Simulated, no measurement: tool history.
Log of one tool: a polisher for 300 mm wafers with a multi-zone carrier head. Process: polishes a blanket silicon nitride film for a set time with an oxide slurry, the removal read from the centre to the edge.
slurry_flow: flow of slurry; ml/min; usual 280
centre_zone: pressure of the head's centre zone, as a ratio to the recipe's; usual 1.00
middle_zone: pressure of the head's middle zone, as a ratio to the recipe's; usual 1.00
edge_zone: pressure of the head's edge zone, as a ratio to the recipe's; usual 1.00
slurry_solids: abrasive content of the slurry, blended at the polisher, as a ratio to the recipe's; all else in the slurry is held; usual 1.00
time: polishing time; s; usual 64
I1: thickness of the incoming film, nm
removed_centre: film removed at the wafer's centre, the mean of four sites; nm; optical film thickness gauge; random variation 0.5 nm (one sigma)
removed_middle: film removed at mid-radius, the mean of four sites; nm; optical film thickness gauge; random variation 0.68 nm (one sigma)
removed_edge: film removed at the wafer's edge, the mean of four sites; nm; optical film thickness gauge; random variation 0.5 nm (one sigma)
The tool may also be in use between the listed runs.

Run 1, hour 0.0: usual settings; I1 302.7. Result: removed_centre 56.0 nm, removed_middle 53.9 nm, removed_edge 57.3 nm.
At hour 36.3: slurry nozzle cleaned.
Run 2, hour 44.3: usual settings but centre_zone 0.93; I1 298.3. Result: removed_centre 55.3 nm, removed_middle 58.4 nm, removed_edge 61.3 nm.
Run 3, hour 79.1: usual settings but centre_zone 0.93; I1 298.0. Result: removed_centre 54.1 nm, removed_middle 57.5 nm, removed_edge 59.8 nm.
Run 4, hour 145.0: usual settings but centre_zone 0.93; I1 305.7. Result: removed_centre 52.7 nm, removed_middle 56.3 nm, removed_edge 59.7 nm.
At hour 162.3: worn pad replaced by a new one.
Run 5, hour 178.3: usual settings; I1 298.8. Result: removed_centre 55.9 nm, removed_middle 55.6 nm, removed_edge 58.6 nm.
At hour 214.7: edge zone pressure recalibrated.
Run 6, hour 215.2: usual settings; I1 299.8. Result: removed_centre 56.1 nm, removed_middle 56.1 nm, removed_edge 58.7 nm.
Run 7, hour 279.3: usual settings; I1 301.3. Result: removed_centre 55.0 nm, removed_middle 53.2 nm, removed_edge 58.4 nm.
At hour 323.5: centre zone pressure recalibrated.
Run 8, hour 324.0: usual settings; I1 300.7. Result: removed_centre 55.7 nm, removed_middle 53.6 nm, removed_edge 58.6 nm.
At hour 330.8: slurry nozzle cleaned.
Run 9, hour 364.0: usual settings but edge_zone 0.90, time 74 s; I1 300.8. Result: removed_centre 68.7 nm, removed_middle 67.2 nm, removed_edge 66.0 nm.
Run 10, hour 395.8: usual settings but slurry_solids 1.10; I1 295.2. Result: removed_centre 61.4 nm, removed_middle 61.6 nm, removed_edge 63.3 nm.
At hour 449.1: worn pad replaced by a new one.
Run 11, hour 486.5: usual settings but slurry_solids 1.20, time 58 s; I1 304.2. Result: removed_centre 57.0 nm, removed_middle 57.7 nm, removed_edge 59.4 nm.
Run 12, hour 547.6: usual settings but centre_zone 1.07, middle_zone 1.10, edge_zone 0.95, slurry_solids 1.25; I1 297.0. Result: removed_centre 68.5 nm, removed_middle 65.7 nm, removed_edge 64.4 nm.
At hour 588.6: carrier head's membrane replaced by a new one.
Run 13, hour 591.7: usual settings but slurry_solids 1.20; I1 300.0. Result: removed_centre 61.4 nm, removed_middle 60.7 nm, removed_edge 65.4 nm.
Run 14, hour 622.7: usual settings; I1 295.3. Result: removed_centre 55.6 nm, removed_middle 55.4 nm, removed_edge 58.7 nm.
At hour 631.3: slurry nozzle cleaned.
Run 15, hour 688.1: usual settings but centre_zone 0.96, edge_zone 0.95; I1 305.2. Result: removed_centre 55.4 nm, removed_middle 57.8 nm, removed_edge 59.1 nm.
At hour 710.1: edge zone pressure recalibrated.
Run 16, hour 719.5: usual settings but centre_zone 1.03, middle_zone 1.03, slurry_solids 1.15, time 54 s; I1 302.3. Result: removed_centre 54.8 nm, removed_middle 52.0 nm, removed_edge 55.0 nm.
At hour 737.2: worn pad replaced by a new one.
Run 17, hour 766.0: usual settings; I1 305.1. Result: removed_centre 57.4 nm, removed_middle 56.2 nm, removed_edge 58.9 nm.
Run 18, hour 805.7: usual settings but edge_zone 0.95, slurry_solids 1.20; I1 305.1. Result: removed_centre 62.2 nm, removed_middle 60.5 nm, removed_edge 63.7 nm.
Run 19, hour 839.2: usual settings but middle_zone 0.90; I1 302.7. Result: removed_centre 55.6 nm, removed_middle 50.8 nm, removed_edge 58.8 nm.
At hour 901.9: slurry nozzle cleaned.
At hour 993.5: worn pad replaced by a new one.
Run 20, hour 994.0: usual settings but centre_zone 1.05; I1 300.1. Result: removed_centre 60.6 nm, removed_middle 56.0 nm, removed_edge 59.5 nm.
Run 21, hour 1023.1: usual settings; I1 306.3. Result: removed_centre 57.2 nm, removed_middle 56.3 nm, removed_edge 59.8 nm.
Run 22, hour 1078.2: usual settings but slurry_flow 220 ml/min, centre_zone 1.08, middle_zone 0.94; I1 295.7. Result: removed_centre 57.9 nm, removed_middle 51.7 nm, removed_edge 57.4 nm.

Forecast each of these 3 alternatives for the next run:
Run A, hour 1078.6: usual settings but middle_zone 0.95; I1 299.9. Result: removed_centre ?, removed_middle ?, removed_edge ?.
Run B, hour 1078.6: usual settings but middle_zone 1.10; I1 299.9. Result: removed_centre ?, removed_middle ?, removed_edge ?.
Run C, hour 1078.6: usual settings but time 58 s; I1 299.9. Result: removed_centre ?, removed_middle ?, removed_edge ?.

run  removed_centre  removed_middle  removed_edge
  A            56.2            54.2          58.9
  B            56.3            58.8          58.8
  C            51.0            50.5          53.3
Without the tool's hidden state the same runs would have given:
run  removed_centre  removed_middle  removed_edge
  A            59.9            57.4          61.4
  B            59.9            62.2          61.3
  C            54.3            53.4          55.6

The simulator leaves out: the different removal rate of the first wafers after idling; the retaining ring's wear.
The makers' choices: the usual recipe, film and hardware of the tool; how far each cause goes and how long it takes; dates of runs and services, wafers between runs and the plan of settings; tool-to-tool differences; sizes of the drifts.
